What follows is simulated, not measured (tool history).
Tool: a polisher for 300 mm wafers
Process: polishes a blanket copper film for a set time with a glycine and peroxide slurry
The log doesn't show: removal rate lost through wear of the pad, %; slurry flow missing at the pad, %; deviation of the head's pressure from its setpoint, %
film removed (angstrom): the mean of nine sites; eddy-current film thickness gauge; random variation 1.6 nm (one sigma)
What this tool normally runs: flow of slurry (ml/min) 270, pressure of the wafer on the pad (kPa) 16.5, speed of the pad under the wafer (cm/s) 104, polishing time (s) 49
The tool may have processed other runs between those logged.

run,hour,flow of slurry (ml/min),pressure of the wafer on the pad (kPa),speed of the pad under the wafer (cm/s),polishing time (s),wafers since the last listed run,wafers polished on this pad,hours since the slurry nozzle was cleaned,hours since the head pressure was calibrated,"incoming thickness of the incoming film, nm",film removed (angstrom)
1,0.0,310,16.5,104,49,0,1248,15.0,692.8,1011.6,1845
# hour 10.5: worn pad replaced by a new one
2,11.4,310,16.5,104,49,80,9,26.4,704.2,1009.2,1833
3,41.4,310,16.5,104,49,326,335,56.4,734.2,1006.9,1839
4,57.7,250,19.3,104,49,177,513,72.7,750.5,999.6,2068
5,75.4,250,19.3,104,49,192,705,90.4,768.2,1007.0,2029
6,92.5,250,19.3,104,49,186,892,107.5,785.3,1008.9,2051
7,107.8,270,16.5,104,49,166,1058,122.8,800.6,1029.1,1818
8,118.8,270,16.5,104,49,119,1178,133.8,811.6,1025.0,1808
# hour 130.0: head pressure recalibrated
9,130.5,270,16.5,104,49,105,1283,145.5,0.5,1002.7,2049
# hour 143.9: worn pad replaced by a new one
10,145.2,270,16.5,104,49,116,14,160.2,15.2,1021.6,2021
11,158.7,270,16.5,104,49,146,161,173.7,28.7,1002.6,2040
12,174.7,270,16.5,86,49,174,335,189.7,44.7,1004.6,1825
13,190.4,325,16.5,90,63,170,506,205.4,60.4,990.2,2456
14,197.0,270,16.5,132,64,71,578,212.0,67.0,1003.5,2948
15,203.3,270,16.5,132,64,68,646,218.3,73.3,1014.3,2936
16,230.5,365,15.2,136,49,296,942,245.5,100.5,1022.4,2163
17,242.7,200,18.6,104,49,132,1075,257.7,112.7,1005.0,2094
# hour 246.5: slurry nozzle cleaned
18,250.0,235,19.3,72,55,68,1144,3.5,120.0,1011.6,2106
19,256.6,230,16.5,126,49,71,1215,10.1,126.6,1001.1,2119
20,263.9,230,19.3,104,49,79,1295,17.4,133.9,1007.6,2215
# hour 280.8: worn pad replaced by a new one
21,281.3,270,18.6,104,49,145,5,34.8,151.3,1012.3,2154
22,289.1,270,16.5,104,58,84,90,42.6,159.1,1019.1,2316
23,296.5,365,17.9,126,49,80,171,50.0,166.5,1010.7,2338
24,308.4,270,16.5,104,49,129,300,61.9,178.4,1004.9,1952
25,322.5,345,16.5,104,37,153,454,76.0,192.5,1011.1,1494

5 options for the next run, each taken on its own from the tool as it stands now. Forecast them:
A,322.9,185,16.5,104,49,4,458,76.4,192.9,1016.9,?
B,322.9,270,16.5,90,49,4,458,76.4,192.9,1016.9,?
C,322.9,335,16.5,104,49,4,458,76.4,192.9,1016.9,?
D,322.9,200,12.4,104,49,4,458,76.4,192.9,1016.9,?
E,322.9,210,15.2,104,37,4,458,76.4,192.9,1016.9,?

run,film removed (angstrom)
A,1860
B,1804
C,1962
D,1501
E,1328
Without the tool's hidden state the same runs would have given:
run,film removed (angstrom)
A,1957
B,1897
C,2065
D,1574
E,1396
